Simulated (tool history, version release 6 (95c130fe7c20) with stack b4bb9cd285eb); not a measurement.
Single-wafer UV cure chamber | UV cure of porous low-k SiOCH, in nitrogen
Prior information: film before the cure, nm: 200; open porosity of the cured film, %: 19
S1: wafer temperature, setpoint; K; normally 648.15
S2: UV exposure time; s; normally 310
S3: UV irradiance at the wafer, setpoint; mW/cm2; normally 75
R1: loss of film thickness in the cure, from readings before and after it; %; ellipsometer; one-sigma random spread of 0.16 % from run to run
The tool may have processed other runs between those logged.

{"run": 1, "day": 0.0, "S1": 648.15, "S2": 310, "S3": 75, "R1": 10.991}
{"day": 0.388, "done": "quartz window cleaned"}
{"run": 2, "day": 0.408, "S1": 648.15, "S2": 310, "S3": 75, "R1": 12.507}
{"run": 3, "day": 0.546, "S1": 648.15, "S2": 310, "S3": 75, "R1": 12.132}
{"run": 4, "day": 1.175, "S1": 648.15, "S2": 310, "S3": 66, "R1": 11.255}
{"run": 5, "day": 1.646, "S1": 648.15, "S2": 310, "S3": 66, "R1": 11.143}
{"run": 6, "day": 1.962, "S1": 648.15, "S2": 310, "S3": 66, "R1": 11.171}
{"run": 7, "day": 3.254, "S1": 648.15, "S2": 270, "S3": 75, "R1": 10.785}
{"run": 8, "day": 3.921, "S1": 648.15, "S2": 270, "S3": 75, "R1": 10.654}
{"run": 9, "day": 4.221, "S1": 648.15, "S2": 270, "S3": 75, "R1": 10.527}
{"run": 10, "day": 4.721, "S1": 648.15, "S2": 310, "S3": 75, "R1": 11.298}
{"run": 11, "day": 4.996, "S1": 648.15, "S2": 310, "S3": 75, "R1": 11.34}
{"run": 12, "day": 5.412, "S1": 648.15, "S2": 310, "S3": 75, "R1": 11.244}
{"day": 6.042, "done": "quartz window cleaned"}
{"run": 13, "day": 6.062, "S1": 662.15, "S2": 310, "S3": 75, "R1": 12.398}
{"run": 14, "day": 6.129, "S1": 662.15, "S2": 310, "S3": 75, "R1": 12.383}
{"day": 7.471, "done": "UV bulbs replaced"}
{"run": 15, "day": 8.029, "S1": 662.15, "S2": 310, "S3": 75, "R1": 11.939}
{"run": 16, "day": 8.283, "S1": 648.15, "S2": 310, "S3": 75, "R1": 11.586}
{"run": 17, "day": 8.604, "S1": 648.15, "S2": 310, "S3": 75, "R1": 11.156}

Expected results for the next run?
{"run": 18, "day": 10.238, "S1": 660.15, "S2": 185, "S3": 51, "R1": "?"}

{"run 18": {"R1": 7.294}}
Take away the tool's hidden state, keep the run-to-run variation as it was, and the same run would have given R1 8.335 %.
